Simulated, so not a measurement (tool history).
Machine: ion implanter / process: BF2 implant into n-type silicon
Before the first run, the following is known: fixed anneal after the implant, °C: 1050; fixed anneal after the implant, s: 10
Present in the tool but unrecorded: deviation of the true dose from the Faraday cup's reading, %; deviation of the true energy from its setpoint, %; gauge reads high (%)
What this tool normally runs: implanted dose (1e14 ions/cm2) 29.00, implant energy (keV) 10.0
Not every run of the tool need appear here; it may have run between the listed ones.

run,hour,implanted dose (1e14 ions/cm2),implant energy (keV),wafers since the last listed run,hours since the last dose calibration,hours since the extraction supply was calibrated,hours since the gauge calibration,"read-back reference wafer on the same gauge, sheet resistance",sheet resistance of the implanted and annealed layer (ohm/square)
1,0.0,29.00,10.0,0,1724.8,6427.5,267.9,168.93,146.35
2,14.6,29.00,10.0,198,1739.4,6442.1,282.5,169.15,146.13
3,26.5,29.00,10.0,162,1751.3,6454.0,294.4,169.06,146.69
4,33.7,29.00,9.0,98,1758.5,6461.2,301.6,168.86,150.22
5,41.3,29.00,9.0,103,1766.1,6468.8,309.2,169.03,151.44
6,48.8,29.00,10.0,102,1773.6,6476.3,316.7,169.02,146.46
7,59.4,29.00,10.0,144,1784.2,6486.9,327.3,169.09,146.66
8,72.9,29.00,10.0,183,1797.7,6500.4,340.8,169.02,146.51
9,87.7,29.00,10.0,201,1812.5,6515.2,355.6,168.97,146.36
10,97.7,29.00,10.0,136,1822.5,6525.2,365.6,169.00,146.52
11,115.4,29.00,11.5,241,1840.2,6542.9,383.3,169.08,140.15
12,131.2,29.00,11.5,215,1856.0,6558.7,399.1,169.03,140.17
13,142.4,29.00,10.0,152,1867.2,6569.9,410.3,168.99,146.71
14,152.4,29.00,10.0,136,1877.2,6579.9,420.3,169.04,146.77
15,162.2,29.00,10.0,133,1887.0,6589.7,430.1,169.00,146.69
# hour 168.5: gauge calibrated
# hour 177.2: Faraday cup replaced and dose calibrated
16,177.6,29.00,10.0,100,0.4,6605.1,9.1,169.07,146.05
17,220.8,29.00,10.0,588,43.6,6648.3,52.3,168.96,146.33
18,236.3,26.60,11.5,211,59.1,6663.8,67.8,169.03,140.30
# hour 246.4: extraction supply calibrated
19,247.9,29.00,7.0,49,70.7,1.5,79.4,169.08,161.47
20,262.0,35.65,9.0,192,84.8,15.6,93.5,169.00,150.00
21,275.9,33.44,8.0,189,98.7,29.5,107.4,168.97,155.70
22,292.0,23.20,8.0,219,114.8,45.6,123.5,169.03,155.76
23,303.7,24.20,13.0,159,126.5,57.3,135.2,169.14,136.70

For run 24, what comes out?
24,345.2,31.74,12.0,565,168.0,98.8,176.7,?,?

{"run 24": {"read-back reference wafer on the same gauge, sheet resistance": 169.05, "sheet resistance of the implanted and annealed layer (ohm/square)": 137.61}}
On a tool with no hidden condition, and with the same random variation, this run would have come out at sheet resistance of the implanted and annealed layer (ohm/square) 137.61.
